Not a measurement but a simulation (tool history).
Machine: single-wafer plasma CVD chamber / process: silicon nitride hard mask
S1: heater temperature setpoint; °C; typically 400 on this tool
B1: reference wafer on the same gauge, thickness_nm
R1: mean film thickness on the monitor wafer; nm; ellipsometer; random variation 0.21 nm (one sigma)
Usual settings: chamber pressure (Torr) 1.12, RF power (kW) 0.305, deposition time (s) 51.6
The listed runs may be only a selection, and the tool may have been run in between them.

Run 1, hour 0: usual settings but RF power (kW) 0.335; B1 52.993. Result: R1 57.052 nm.
Run 2, hour 19.4: usual settings but RF power (kW) 0.335; B1 53.021. Result: R1 56.962 nm.
Run 3, hour 54.2: usual settings but RF power (kW) 0.325; B1 52.978. Result: R1 55.833 nm.
Run 4, hour 69.9: usual settings but RF power (kW) 0.325; B1 52.978. Result: R1 55.656 nm.
At hour 79.9: gauge calibrated.
Run 5, hour 96: usual settings but S1 393 °C, deposition time (s) 48.2; B1 53.02. Result: R1 49.732 nm.
Run 6, hour 128.6: usual settings; B1 52.995. Result: R1 52.574 nm.
At hour 148.9: capacitance manometer re-zeroed and calibrated.
Run 7, hour 149.4: usual settings; B1 53.012. Result: R1 52.639 nm.
Run 8, hour 181.1: usual settings; B1 52.996. Result: R1 52.411 nm.
Run 9, hour 194.6: usual settings; B1 52.984. Result: R1 52.381 nm.

Run 10 comes next. What will it give?
Run 10, hour 226.1: usual settings but S1 407 °C, chamber pressure (Torr) 1.27, RF power (kW) 0.265, deposition time (s) 61.4; B1 ?. Result: R1 ?.

{"run 10": {"B1": 52.975, "R1": 57.083}}
On a tool with no hidden condition, and with the same random variation, this run would have come out at R1 60.357 nm.
